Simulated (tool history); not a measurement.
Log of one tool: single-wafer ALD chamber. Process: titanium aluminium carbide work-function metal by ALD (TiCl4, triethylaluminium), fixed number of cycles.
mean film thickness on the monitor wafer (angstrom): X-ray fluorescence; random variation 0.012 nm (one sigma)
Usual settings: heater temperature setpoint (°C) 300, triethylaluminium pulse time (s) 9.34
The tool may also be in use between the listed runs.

run	day	heater temperature setpoint (°C)	triethylaluminium pulse time (s)	wafers since the last listed run	hours since the last thermocouple change	hours since the last triethylaluminium bottle change	hours since the showerhead was replaced	hours since the gauge calibration	read-back reference wafer on the same gauge, thickness_nm	mean film thickness on the monitor wafer (angstrom)
1	0.000	300	9.34	0	107.3	726.3	6454.1	700.7	1.762	20.09
2	1.854	300	9.34	704	151.8	770.8	6498.6	745.2	1.764	19.80
3	4.529	300	9.34	1016	216.0	835.0	6562.8	809.4	1.761	19.69
4	6.171	300	9.34	623	255.4	874.4	6602.2	848.8	1.753	19.74
5	16.008	300	9.34	3738	491.5	1110.5	6838.3	1084.9	1.753	19.87
6	17.583	300	9.34	598	529.3	1148.3	6876.1	1122.7	1.754	19.74
7	20.854	292	9.34	1242	607.8	1226.8	6954.6	1201.2	1.750	19.04
8	24.679	300	8.16	1453	699.6	1318.6	7046.4	1293.0	1.753	19.43
9	28.400	308	9.34	1413	788.9	1407.9	7135.7	1382.3	1.754	20.58
10	30.700	308	9.34	873	844.1	1463.1	7190.9	1437.5	1.745	20.45
11	34.417	300	9.34	1412	933.3	1552.3	7280.1	1526.7	1.747	19.74
12	36.708	300	9.34	870	988.3	1607.3	7335.1	1581.7	1.743	19.70
13	39.162	300	9.34	932	1047.2	1666.2	7394.0	1640.6	1.743	19.70
14	42.004	300	9.34	1079	1115.4	1734.4	7462.2	1708.8	1.739	19.58
# day 48.246: triethylaluminium bottle replaced
15	51.396	300	9.34	3442	1340.8	75.6	7687.6	1934.2	1.737	19.46
16	53.717	308	9.34	881	1396.5	131.3	7743.3	1989.9	1.740	20.24
17	57.738	307	9.34	1527	1493.0	227.8	7839.8	2086.4	1.738	20.20
18	60.496	300	9.34	1048	1559.2	294.0	7906.0	2152.6	1.740	19.58
19	63.254	287	6.44	1048	1625.4	360.2	7972.2	2218.8	1.731	17.13
20	74.004	300	9.34	4084	1883.4	618.2	8230.2	2476.8	1.727	19.44
21	75.883	300	9.34	714	1928.5	663.3	8275.3	2521.9	1.730	19.44
# day 77.417: thermocouple changed; heater temperature recalibrated
22	78.092	295	6.13	712	16.2	716.3	8328.3	2574.9	1.730	17.59
23	82.167	315	7.89	1548	114.0	814.1	8426.1	2672.7	1.727	20.30
24	86.633	300	11.11	1697	221.2	921.3	8533.3	2779.9	1.724	19.58
# day 86.967: gauge calibrated
# day 86.975: showerhead replaced
25	88.900	304	5.80	734	275.6	975.7	46.2	46.4	1.775	18.41
26	91.079	300	9.34	828	327.9	1028.0	98.5	98.7	1.772	20.05
27	92.704	287	6.43	617	366.9	1067.0	137.5	137.7	1.775	17.38
28	95.762	312	9.34	1162	440.3	1140.4	210.9	211.1	1.775	20.87
29	99.921	309	7.59	1580	540.1	1240.2	310.7	310.9	1.771	20.26
30	104.117	307	6.08	1594	640.8	1340.9	411.4	411.6	1.769	18.92
31	117.354	306	7.63	5030	958.5	1658.6	729.1	729.3	1.762	19.98
32	121.767	307	5.75	1676	1064.4	1764.5	835.0	835.2	1.760	18.58
33	125.383	314	6.20	1374	1151.2	1851.3	921.8	922.0	1.766	19.55

4 ways to go on from here, each from the tool as it stands after run 33. What would each give?
A	125.400	300	9.34	6	1151.6	1851.7	922.2	922.4	?	?
B	125.400	304	12.63	6	1151.6	1851.7	922.2	922.4	?	?
C	125.400	308	7.89	6	1151.6	1851.7	922.2	922.4	?	?
D	125.400	305	9.34	6	1151.6	1851.7	922.2	922.4	?	?

run	read-back reference wafer on the same gauge, thickness_nm	mean film thickness on the monitor wafer (angstrom)
A	1.759	19.68
B	1.759	20.62
C	1.759	19.93
D	1.759	20.17
Without the tool's hidden state the same runs would have given:
run	mean film thickness on the monitor wafer (angstrom)
A	19.79
B	20.74
C	20.05
D	20.28
